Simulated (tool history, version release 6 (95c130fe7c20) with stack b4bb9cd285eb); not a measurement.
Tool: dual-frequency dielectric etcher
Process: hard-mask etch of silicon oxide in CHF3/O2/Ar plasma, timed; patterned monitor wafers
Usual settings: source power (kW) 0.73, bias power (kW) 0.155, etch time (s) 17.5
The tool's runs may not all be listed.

run,hour,source power (kW),bias power (kW),etch time (s),wafers since the last listed run,hours since the last wet clean,hours since the last source power generator calibration,hours since the last bias power generator calibration,hours since the last upper electrode change,hours since the gauge calibration,"read-back reference wafer on the same gauge, depth_nm",mean etch depth across the wafer (Å)
1,0,0.73,0.155,17.5,0,433.8,4511.3,2839.5,2942.8,7.6,39.49,373
# hour 29.4: wet clean of the chamber
2,29.9,0.73,0.155,17.5,97,0.5,4541.2,2869.4,2972.7,37.5,39.51,381.9
3,30.2,0.73,0.155,17.5,4,0.8,4541.5,2869.7,2973,37.8,39.49,383.5
4,35.9,0.73,0.155,17.5,94,6.5,4547.2,2875.4,2978.7,43.5,39.48,382.3
5,49.4,0.73,0.155,17.5,222,20,4560.7,2888.9,2992.2,57,39.51,380.5
6,56.7,0.6,0.155,17.5,120,27.3,4568,2896.2,2999.5,64.3,39.48,335.2
7,65.6,0.6,0.155,17.5,146,36.2,4576.9,2905.1,3008.4,73.2,39.48,335.8
8,113,0.6,0.155,17.5,782,83.6,4624.3,2952.5,3055.8,120.6,39.47,334.2
9,125.9,0.73,0.155,14.5,213,96.5,4637.2,2965.4,3068.7,133.5,39.52,315.2
10,136.8,0.73,0.155,17.5,180,107.4,4648.1,2976.3,3079.6,144.4,39.53,379
11,145.5,0.73,0.155,17.5,143,116.1,4656.8,2985,3088.3,153.1,39.52,378.6
12,154.8,0.78,0.155,17.5,153,125.4,4666.1,2994.3,3097.6,162.4,39.5,396.2
13,171.4,0.73,0.155,17.5,274,142,4682.7,3010.9,3114.2,179,39.49,378.3
# hour 180.2: bias power generator calibrated
14,180.7,0.6,0.177,15.5,87,151.3,4692,0.5,3123.5,188.3,39.5,317.1
15,195.3,0.65,0.135,15,241,165.9,4706.6,15.1,3138.1,202.9,39.47,280.9
16,205.1,0.81,0.155,20.5,161,175.7,4716.4,24.9,3147.9,212.7,39.44,470.1
17,219.1,0.73,0.155,17.5,231,189.7,4730.4,38.9,3161.9,226.7,39.47,378.9
18,231.4,0.73,0.155,17.5,203,202,4742.7,51.2,3174.2,239,39.47,376.8
19,240,0.61,0.155,13,142,210.6,4751.3,59.8,3182.8,247.6,39.5,249.4
20,248.7,0.73,0.173,17.5,143,219.3,4760,68.5,3191.5,256.3,39.5,399.4
# hour 278.6: upper electrode replaced
21,279.1,0.73,0.155,17.5,105,249.7,4790.4,98.9,0.5,286.7,39.53,376.4
22,279.4,0.73,0.155,17.5,4,250,4790.7,99.2,0.8,287,39.47,375.2
# hour 287: gauge calibrated
# hour 290.4: source power generator calibrated
23,290.9,0.63,0.116,17.5,123,261.5,0.5,110.7,12.3,3.9,39.49,292.5
24,303.9,0.86,0.117,22,214,274.5,13.5,123.7,25.3,16.9,39.54,448.2
25,311.5,0.73,0.155,17.5,125,282.1,21.1,131.3,32.9,24.5,39.49,375.6
26,320.5,0.73,0.155,20,148,291.1,30.1,140.3,41.9,33.5,39.54,430.5
27,348.1,0.86,0.185,12.5,455,318.7,57.7,167.9,69.5,61.1,39.49,322.1
28,363.1,0.73,0.155,17.5,247,333.7,72.7,182.9,84.5,76.1,39.54,374.5
29,400.1,0.88,0.184,16,611,370.7,109.7,219.9,121.5,113.1,39.51,414.7
30,411.7,0.6,0.166,16,191,382.3,121.3,231.5,133.1,124.7,39.52,313.1

Forecast run 31:
31,429.2,0.79,0.155,17.5,289,399.8,138.8,249,150.6,142.2,?,?

{"run 31": {"read-back reference wafer on the same gauge, depth_nm": 39.52, "mean etch depth across the wafer (Å)": 389.6}}
Without the tool's hidden state the same run would have given mean etch depth across the wafer (Å) 400.7.

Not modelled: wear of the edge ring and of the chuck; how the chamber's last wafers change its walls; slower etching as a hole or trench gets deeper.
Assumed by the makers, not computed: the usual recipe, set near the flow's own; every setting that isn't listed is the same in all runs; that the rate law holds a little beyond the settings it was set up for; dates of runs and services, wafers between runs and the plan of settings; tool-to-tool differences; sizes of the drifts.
